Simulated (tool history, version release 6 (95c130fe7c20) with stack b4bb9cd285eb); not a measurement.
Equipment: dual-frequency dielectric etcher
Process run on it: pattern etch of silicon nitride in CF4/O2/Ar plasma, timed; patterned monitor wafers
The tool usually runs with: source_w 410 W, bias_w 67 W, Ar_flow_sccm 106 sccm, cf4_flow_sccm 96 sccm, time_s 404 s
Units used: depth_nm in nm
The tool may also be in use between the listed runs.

run     day  source_w  bias_w  Ar_flow_sccm  cf4_flow_sccm  time_s  read-back reference wafer on the same gauge, depth_nm  depth_nm
  1       0       410      67           124            109     404                                                  723.4     776.7
  2   4.392       410      67           106            112     404                                                  721.9     788.8
      8.767  -- upper electrode replaced
  3   8.788       410      67           106             96     404                                                  724.3     784.1
     10.975  -- bias power generator calibrated
  4    12.4       410      67           121             96     404                                                  724.1       762
     14.512  -- CF4 flow controller replaced
  5  16.529       410      67           106             96     404                                                  723.7     772.1
     17.404  -- gauge calibrated
  6  19.471       360      67           128             96     404                                                  722.7     683.1
  7  22.171       410      67           106             96     404                                                  723.7     784.6
  8  24.608       410      67           106             96     404                                                  723.2     779.2
  9  27.062       410      54           106            111     404                                                  723.9     727.7
     28.154  -- wet clean of the chamber
 10  28.708       410      67           106             96     404                                                  722.7     775.6
 11  30.588       410      67           115            102     404                                                  723.8     781.4
     32.838  -- source power generator calibrated
 12  33.508       410      53            96            104   334.5                                                  724.5     607.5
 13  37.204       350      79            89             96     404                                                  723.6     746.8
 14  40.042       470      67            90             96     404                                                  723.8     891.4
     43.125  -- Ar flow controller replaced
 15  44.204       410      84           106             79     285                                                  723.8     587.2

The next listed run, before its measurement:
 16  46.042       510      67           106            113     404                                                      ?         ?

read-back reference wafer on the same gauge, depth_nm: 722.5
depth_nm: 931.1 nm
Take away the tool's hidden state, keep the run-to-run variation as it was, and the same run would have given depth_nm 931.1 nm.
